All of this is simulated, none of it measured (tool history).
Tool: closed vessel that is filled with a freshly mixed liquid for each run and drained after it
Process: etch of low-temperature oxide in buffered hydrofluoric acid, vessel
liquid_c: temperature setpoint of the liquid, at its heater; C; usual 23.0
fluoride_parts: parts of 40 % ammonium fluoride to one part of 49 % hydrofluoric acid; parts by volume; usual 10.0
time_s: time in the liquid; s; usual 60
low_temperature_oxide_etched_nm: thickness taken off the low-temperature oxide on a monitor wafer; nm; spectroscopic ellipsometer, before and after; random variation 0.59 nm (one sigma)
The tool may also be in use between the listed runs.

| run | hour | liquid_c | fluoride_parts | time_s | read-back film thickness of the low-temperature oxide reference wafer, read on the same gauge (nm) | low_temperature_oxide_etched_nm |
|---|---|---|---|---|---|---|
| 1 | 0.0 | 23.0 | 11.5 | 45 | 100.04 | 101.83 |
| 2 | 21.9 | 23.0 | 11.5 | 45 | 99.99 | 102.59 |
| 3 | 41.4 | 23.0 | 10.0 | 60 | 100.00 | 154.73 |
| 4 | 68.6 | 23.0 | 10.0 | 60 | 100.00 | 156.41 |
| 5 | 89.5 | 23.0 | 10.0 | 60 | 100.01 | 155.67 |
| 6 | 104.9 | 23.0 | 10.0 | 60 | 100.00 | 155.29 |
| 7 | 121.3 | 23.0 | 10.0 | 60 | 100.02 | 154.60 |
| 8 | 142.2 | 23.0 | 10.0 | 85 | 100.00 | 220.03 |
| 9 | 160.3 | 23.0 | 10.0 | 85 | 100.02 | 218.42 |
| 10 | 175.5 | 23.0 | 10.0 | 60 | 99.98 | 155.23 |
| 11 | 210.4 | 23.0 | 10.0 | 60 | 100.00 | 154.39 |
| 12 | 230.7 | 23.0 | 10.0 | 60 | 100.00 | 153.96 |
| 13 | 257.6 | 23.0 | 10.0 | 60 | 99.95 | 154.00 |
| 14 | 272.3 | 24.5 | 10.0 | 45 | 100.04 | 125.74 |
| 15 | 287.2 | 23.0 | 10.0 | 75 | 99.99 | 192.92 |
| 16 | 334.2 | 23.0 | 12.0 | 50 | 99.99 | 107.52 |
| 17 | 363.6 | 23.0 | 7.5 | 35 | 100.03 | 115.87 |
|  | 416.8 | hydrofluoric acid flow meter replaced |
| 18 | 424.5 | 23.0 | 10.0 | 60 | 99.97 | 162.10 |
| 19 | 458.6 | 20.5 | 10.0 | 50 | 100.04 | 117.97 |
| 20 | 490.2 | 18.5 | 7.5 | 70 | 100.00 | 193.17 |
|  | 504.8 | gauge calibrated |
| 21 | 515.4 | 18.0 | 6.5 | 60 | 99.99 | 184.50 |
|  | 516.6 | thermometer replaced |
| 22 | 547.1 | 21.0 | 6.5 | 40 | 100.04 | 143.99 |
| 23 | 579.3 | 23.0 | 7.5 | 60 | 100.01 | 210.04 |
| 24 | 614.5 | 18.0 | 13.0 | 30 | 100.01 | 46.93 |
| 25 | 633.9 | 18.5 | 7.5 | 70 | 100.01 | 189.33 |
| 26 | 651.6 | 23.0 | 10.0 | 60 | 100.00 | 160.53 |
| 27 | 673.0 | 23.0 | 10.0 | 60 | 99.99 | 160.99 |

The same runs without the tool's hidden state, with the same run-to-run variation:
The hidden state here: liquid hotter than its thermometer reads (K); hydrofluoric acid flow below the setpoint (%); gauge reads high (%).
| run | low_temperature_oxide_etched_nm |
|---|---|
| 1 | 106.24 |
| 2 | 107.14 |
| 3 | 161.70 |
| 4 | 163.63 |
| 5 | 163.01 |
| 6 | 162.72 |
| 7 | 162.11 |
| 8 | 230.92 |
| 9 | 229.42 |
| 10 | 163.15 |
| 11 | 162.51 |
| 12 | 162.21 |
| 13 | 162.45 |
| 14 | 132.72 |
| 15 | 203.77 |
| 16 | 113.82 |
| 17 | 123.59 |
| 18 | 162.34 |
| 19 | 118.31 |
| 20 | 194.06 |
| 21 | 185.37 |
| 22 | 144.83 |
| 23 | 211.89 |
| 24 | 47.38 |
| 25 | 191.49 |
| 26 | 162.29 |
| 27 | 162.90 |
